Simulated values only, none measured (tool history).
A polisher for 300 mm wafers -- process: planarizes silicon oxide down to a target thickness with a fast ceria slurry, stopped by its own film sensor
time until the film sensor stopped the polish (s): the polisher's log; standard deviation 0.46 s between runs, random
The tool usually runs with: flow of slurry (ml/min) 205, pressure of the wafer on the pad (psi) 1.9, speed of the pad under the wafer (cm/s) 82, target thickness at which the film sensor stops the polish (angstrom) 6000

run,hour,flow of slurry (ml/min),pressure of the wafer on the pad (psi),speed of the pad under the wafer (cm/s),target thickness at which the film sensor stops the polish (angstrom),"incoming thickness of the incoming film, nm",time until the film sensor stopped the polish (s)
1,0,205,1.9,82,5140,946.1,48.8
# hour 49.5: slurry nozzle cleaned
2,53.3,205,1.9,82,5140,930.7,43.4
3,110.3,205,1.9,82,5140,929.9,46.6
# hour 152.6: worn pad replaced by a new one
4,265.7,205,1.6,96,6000,931.5,37.7
# hour 306.5: head pressure recalibrated
5,307.9,205,1.9,62,6000,939.9,54.7
# hour 330.7: worn pad replaced by a new one
# hour 337.9: slurry nozzle cleaned
6,363.1,205,1.9,62,6000,921.2,43.6
7,404.7,205,1.9,82,6000,929,34.7
8,432,205,1.9,70,5500,926,48.1
9,463,205,1.9,100,6000,921.9,29.7
# hour 497: worn pad replaced by a new one
10,534,205,1.4,82,6000,930.3,48.3
11,573.5,165,1.9,70,6000,931.5,46.9
# hour 633.3: slurry nozzle cleaned
12,640.8,205,1.9,82,6000,940.1,37.8
# hour 665.1: worn pad replaced by a new one
# hour 689.2: head pressure recalibrated
13,712.6,205,1.9,82,6000,927.8,33.1
14,766.1,205,1.9,82,6520,911.1,27.8
15,806.8,205,1.9,82,6000,940.6,38.6

Here are 3 independent what-if runs from the current tool condition. What would each one return?
A,807.2,205,1.9,82,5560,920,?
B,807.2,205,2.1,58,6870,920,?
C,807.2,180,1.9,82,5020,920,?

run,time until the film sensor stopped the polish (s)
A,41.9
B,34.3
C,49.5
Stripped of hidden state, with their random variation kept, the same runs would have yielded:
run,time until the film sensor stopped the polish (s)
A,35.9
B,29.4
C,42
